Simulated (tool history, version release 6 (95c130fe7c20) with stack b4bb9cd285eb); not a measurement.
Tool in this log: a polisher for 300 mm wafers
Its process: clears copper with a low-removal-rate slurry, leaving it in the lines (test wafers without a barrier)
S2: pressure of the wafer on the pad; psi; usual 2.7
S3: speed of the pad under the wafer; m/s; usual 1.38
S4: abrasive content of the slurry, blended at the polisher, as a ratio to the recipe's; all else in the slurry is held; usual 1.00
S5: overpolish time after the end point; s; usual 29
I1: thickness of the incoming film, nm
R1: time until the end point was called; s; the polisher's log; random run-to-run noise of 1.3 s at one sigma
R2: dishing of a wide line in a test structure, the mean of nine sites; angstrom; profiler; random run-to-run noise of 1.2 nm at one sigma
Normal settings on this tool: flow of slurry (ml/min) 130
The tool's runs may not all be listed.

{"run": 1, "day": 0.0, "flow of slurry (ml/min)": 130, "S2": 2.7, "S3": 1.38, "S4": 1.0, "S5": 29, "I1": 474.6, "R1": 133.1, "R2": 672}
{"run": 2, "day": 2.404, "flow of slurry (ml/min)": 130, "S2": 2.7, "S3": 1.38, "S4": 1.0, "S5": 29, "I1": 474.0, "R1": 137.4, "R2": 651}
{"run": 3, "day": 6.192, "flow of slurry (ml/min)": 130, "S2": 2.7, "S3": 1.38, "S4": 1.0, "S5": 29, "I1": 473.0, "R1": 136.7, "R2": 638}
{"run": 4, "day": 9.188, "flow of slurry (ml/min)": 130, "S2": 2.7, "S3": 1.38, "S4": 1.0, "S5": 29, "I1": 475.1, "R1": 140.0, "R2": 624}
{"run": 5, "day": 12.604, "flow of slurry (ml/min)": 130, "S2": 2.7, "S3": 1.38, "S4": 1.0, "S5": 29, "I1": 472.9, "R1": 140.4, "R2": 616}
{"run": 6, "day": 16.621, "flow of slurry (ml/min)": 130, "S2": 2.7, "S3": 1.38, "S4": 1.0, "S5": 38, "I1": 469.9, "R1": 135.3, "R2": 792}
{"run": 7, "day": 19.767, "flow of slurry (ml/min)": 130, "S2": 2.7, "S3": 1.38, "S4": 1.0, "S5": 29, "I1": 475.9, "R1": 143.1, "R2": 632}
{"run": 8, "day": 23.058, "flow of slurry (ml/min)": 130, "S2": 2.7, "S3": 1.38, "S4": 1.0, "S5": 29, "I1": 474.6, "R1": 145.1, "R2": 624}
{"run": 9, "day": 26.142, "flow of slurry (ml/min)": 130, "S2": 2.7, "S3": 1.38, "S4": 1.0, "S5": 29, "I1": 469.0, "R1": 130.9, "R2": 646}
{"run": 10, "day": 28.175, "flow of slurry (ml/min)": 130, "S2": 2.7, "S3": 1.38, "S4": 1.0, "S5": 29, "I1": 475.4, "R1": 133.1, "R2": 655}
{"run": 11, "day": 31.654, "flow of slurry (ml/min)": 130, "S2": 2.7, "S3": 1.38, "S4": 1.0, "S5": 29, "I1": 470.8, "R1": 133.8, "R2": 630}
{"run": 12, "day": 33.579, "flow of slurry (ml/min)": 130, "S2": 2.7, "S3": 1.22, "S4": 1.1, "S5": 29, "I1": 480.7, "R1": 152.3, "R2": 576}
{"run": 13, "day": 36.496, "flow of slurry (ml/min)": 130, "S2": 2.7, "S3": 1.38, "S4": 1.0, "S5": 29, "I1": 474.3, "R1": 137.7, "R2": 644}
{"run": 14, "day": 39.979, "flow of slurry (ml/min)": 160, "S2": 2.7, "S3": 1.64, "S4": 1.0, "S5": 44, "I1": 484.6, "R1": 115.7, "R2": 959}
{"run": 15, "day": 42.717, "flow of slurry (ml/min)": 130, "S2": 3.1, "S3": 1.8, "S4": 1.0, "S5": 29, "I1": 477.6, "R1": 89.4, "R2": 893}
{"run": 16, "day": 45.204, "flow of slurry (ml/min)": 130, "S2": 2.7, "S3": 1.38, "S4": 1.0, "S5": 29, "I1": 468.8, "R1": 132.6, "R2": 647}
{"run": 17, "day": 49.054, "flow of slurry (ml/min)": 130, "S2": 3.2, "S3": 1.38, "S4": 1.2, "S5": 29, "I1": 476.4, "R1": 114.3, "R2": 728}
{"run": 18, "day": 51.504, "flow of slurry (ml/min)": 160, "S2": 2.4, "S3": 1.84, "S4": 1.0, "S5": 15, "I1": 466.6, "R1": 102.1, "R2": 465}
{"run": 19, "day": 55.612, "flow of slurry (ml/min)": 155, "S2": 2.7, "S3": 1.38, "S4": 1.0, "S5": 29, "I1": 468.5, "R1": 126.0, "R2": 663}
{"run": 20, "day": 59.346, "flow of slurry (ml/min)": 130, "S2": 1.8, "S3": 1.0, "S4": 1.0, "S5": 29, "I1": 482.3, "R1": 281.5, "R2": 349}
{"run": 21, "day": 71.179, "flow of slurry (ml/min)": 105, "S2": 1.8, "S3": 1.38, "S4": 1.25, "S5": 36, "I1": 475.3, "R1": 202.4, "R2": 532}
{"run": 22, "day": 75.612, "flow of slurry (ml/min)": 130, "S2": 2.7, "S3": 1.38, "S4": 1.0, "S5": 29, "I1": 471.3, "R1": 139.3, "R2": 634}
{"run": 23, "day": 79.408, "flow of slurry (ml/min)": 115, "S2": 2.7, "S3": 1.38, "S4": 1.0, "S5": 29, "I1": 477.7, "R1": 149.4, "R2": 613}
{"run": 24, "day": 82.308, "flow of slurry (ml/min)": 130, "S2": 2.7, "S3": 1.38, "S4": 1.0, "S5": 29, "I1": 469.6, "R1": 130.3, "R2": 662}
{"run": 25, "day": 84.742, "flow of slurry (ml/min)": 95, "S2": 2.3, "S3": 1.38, "S4": 1.15, "S5": 42, "I1": 482.9, "R1": 164.7, "R2": 738}
{"run": 26, "day": 88.425, "flow of slurry (ml/min)": 95, "S2": 2.7, "S3": 1.38, "S4": 1.1, "S5": 29, "I1": 476.5, "R1": 145.8, "R2": 615}
{"run": 27, "day": 91.317, "flow of slurry (ml/min)": 130, "S2": 2.7, "S3": 1.02, "S4": 0.9, "S5": 29, "I1": 472.3, "R1": 190.0, "R2": 501}
{"run": 28, "day": 93.829, "flow of slurry (ml/min)": 130, "S2": 2.7, "S3": 1.38, "S4": 1.0, "S5": 16, "I1": 468.2, "R1": 137.2, "R2": 373}
{"run": 29, "day": 98.308, "flow of slurry (ml/min)": 130, "S2": 2.7, "S3": 1.38, "S4": 1.0, "S5": 29, "I1": 474.3, "R1": 133.5, "R2": 652}

Withheld: 14 entries from between the runs. Position of each, and hidden state at the listed run before versus the listed run after:
From run 3 to run 4: head pressure recalibrated (day 8.146)
  removal rate lost through wear of the pad, %: 5.04 -> 6.11; abrasive missing from the slurry, %: 23.7 -> 24.5
  the result without the hidden state subtracted from the measured one, R1: +14.4 -> +16.5 s; R2: -58 -> -64 angstrom
From run 5 to run 6: slurry blender recalibrated (day 14.017)
  removal rate lost through wear of the pad, %: 7.32 -> 8.75; abrasive missing from the slurry, %: 25.2 -> 8.32
  the result without the hidden state subtracted from the measured one, R1: +18.4 -> +14.2 s; R2: -72 -> -66 angstrom
From run 8 to run 9: slurry nozzle cleaned (day 24.771); worn pad replaced by a new one (day 24.858)
  removal rate lost through wear of the pad, %: 11 -> 1.26; abrasive missing from the slurry, %: 17.2 -> 19.6
  the result without the hidden state subtracted from the measured one, R1: +21.3 -> +7.7 s; R2: -83 -> -31 angstrom
From run 11 to run 12: head pressure recalibrated (day 33.179)
  removal rate lost through wear of the pad, %: 3.22 -> 3.91; abrasive missing from the slurry, %: 22.3 -> 22.9
  the result without the hidden state subtracted from the measured one, R1: +11.3 -> +14.2 s; R2: -45 -> -47 angstrom
From run 14 to run 15: slurry blender recalibrated (day 40.112)
  removal rate lost through wear of the pad, %: 6.18 -> 7.15; abrasive missing from the slurry, %: 24.2 -> 6
  the result without the hidden state subtracted from the measured one, R1: +13.6 -> +7.5 s; R2: -78 -> -56 angstrom
From run 17 to run 18: slurry nozzle cleaned (day 49.404); worn pad replaced by a new one (day 51.204)
  removal rate lost through wear of the pad, %: 9.41 -> 0.236; abrasive missing from the slurry, %: 14.8 -> 16.8
  the result without the hidden state subtracted from the measured one, R1: +14.4 -> +4.3 s; R2: -78 -> -17 angstrom
From run 19 to run 20: head pressure recalibrated (day 57.067)
  removal rate lost through wear of the pad, %: 1.7 -> 3.02; abrasive missing from the slurry, %: 19.2 -> 20.5
  the result without the hidden state subtracted from the measured one, R1: +7.8 -> +22.0 s; R2: -34 -> -26 angstrom
From run 20 to run 21: slurry blender recalibrated (day 69.712)
  removal rate lost through wear of the pad, %: 3.02 -> 7.23; abrasive missing from the slurry, %: 20.5 -> 6.43
  the result without the hidden state subtracted from the measured one, R1: +22.0 -> +17.5 s; R2: -26 -> -39 angstrom
From run 22 to run 23: slurry nozzle cleaned (day 77.296)
  removal rate lost through wear of the pad, %: 8.81 -> 10.2; abrasive missing from the slurry, %: 14.1 -> 18.2
  the result without the hidden state subtracted from the measured one, R1: +16.5 -> +21.0 s; R2: -65 -> -78 angstrom
From run 23 to run 24: worn pad replaced by a new one (day 79.688); head pressure recalibrated (day 81.017)
  removal rate lost through wear of the pad, %: 10.2 -> 1.41; abrasive missing from the slurry, %: 18.2 -> 20.4
  the result without the hidden state subtracted from the measured one, R1: +21.0 -> +8.2 s; R2: -78 -> -34 angstrom
From run 28 to run 29: slurry blender recalibrated (day 94.788)
  removal rate lost through wear of the pad, %: 5.51 -> 7.1; abrasive missing from the slurry, %: 24.4 -> 9.28
  the result without the hidden state subtracted from the measured one, R1: +15.3 -> +12.1 s; R2: -41 -> -51 angstrom
